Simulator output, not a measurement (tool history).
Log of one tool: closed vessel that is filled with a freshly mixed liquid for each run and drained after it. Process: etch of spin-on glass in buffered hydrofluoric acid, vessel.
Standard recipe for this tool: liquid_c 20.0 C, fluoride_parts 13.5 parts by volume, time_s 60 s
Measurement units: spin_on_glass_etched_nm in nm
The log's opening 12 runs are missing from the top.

| run | day | liquid_c | fluoride_parts | time_s | read-back film thickness of the spin-on glass reference wafer, read on the same gauge (nm) | spin_on_glass_etched_nm |
|---|---|---|---|---|---|---|
| 13 | 24.646 | 20.0 | 13.5 | 60 | 79.98 | 89.19 |
| 14 | 27.033 | 23.5 | 11.5 | 80 | 80.01 | 169.16 |
|  | 28.496 | hydrofluoric acid flow meter replaced |
| 15 | 28.896 | 20.0 | 11.5 | 40 | 80.01 | 69.35 |
| 16 | 31.071 | 20.0 | 13.5 | 50 | 79.99 | 72.59 |
| 17 | 33.704 | 20.0 | 18.0 | 45 | 79.99 | 49.23 |
| 18 | 35.233 | 20.0 | 13.5 | 60 | 80.01 | 87.07 |
| 19 | 36.788 | 22.5 | 13.5 | 75 | 80.00 | 122.93 |
| 20 | 38.925 | 20.0 | 13.5 | 60 | 79.99 | 86.77 |
| 21 | 40.183 | 20.0 | 13.5 | 60 | 80.00 | 85.98 |
|  | 41.025 | thermometer replaced |
|  | 47.058 | hydrofluoric acid flow meter replaced |
| 22 | 48.317 | 20.0 | 13.5 | 60 | 80.00 | 91.49 |
| 23 | 50.000 | 20.0 | 15.5 | 60 | 79.99 | 78.70 |
| 24 | 52.212 | 22.0 | 17.5 | 35 | 79.98 | 44.78 |
| 25 | 53.283 | 20.0 | 13.5 | 60 | 80.00 | 89.60 |
| 26 | 54.958 | 20.0 | 10.5 | 60 | 80.00 | 112.33 |
| 27 | 57.367 | 20.0 | 13.5 | 60 | 80.02 | 88.43 |
| 28 | 59.600 | 20.0 | 13.5 | 60 | 79.98 | 86.71 |
|  | 60.454 | gauge calibrated |
| 29 | 62.475 | 20.0 | 8.5 | 70 | 80.00 | 154.76 |
|  | 63.746 | thermometer replaced |
| 30 | 64.088 | 17.0 | 13.5 | 90 | 80.01 | 118.79 |
| 31 | 65.229 | 25.0 | 13.5 | 95 | 79.99 | 195.01 |
|  | 67.217 | hydrofluoric acid flow meter replaced |
| 32 | 67.421 | 20.0 | 11.0 | 45 | 80.00 | 84.83 |
| 33 | 70.058 | 20.0 | 8.5 | 70 | 80.01 | 163.24 |

Alternative continuations, all from the tool just after run 33; predict every row:
| A | 70.088 | 20.0 | 13.5 | 85 | ? | ? |
| B | 70.088 | 20.0 | 9.0 | 60 | ? | ? |
| C | 70.088 | 24.0 | 13.5 | 60 | ? | ? |
| D | 70.088 | 20.0 | 18.0 | 30 | ? | ? |

| run | read-back film thickness of the spin-on glass reference wafer, read on the same gauge (nm) | spin_on_glass_etched_nm |
|---|---|---|
| A | 80.00 | 129.54 |
| B | 80.00 | 131.02 |
| C | 80.00 | 114.17 |
| D | 80.00 | 34.44 |
Had the tool no hidden state, the same runs would have come out as:
| run | spin_on_glass_etched_nm |
|---|---|
| A | 133.37 |
| B | 134.89 |
| C | 117.46 |
| D | 35.46 |

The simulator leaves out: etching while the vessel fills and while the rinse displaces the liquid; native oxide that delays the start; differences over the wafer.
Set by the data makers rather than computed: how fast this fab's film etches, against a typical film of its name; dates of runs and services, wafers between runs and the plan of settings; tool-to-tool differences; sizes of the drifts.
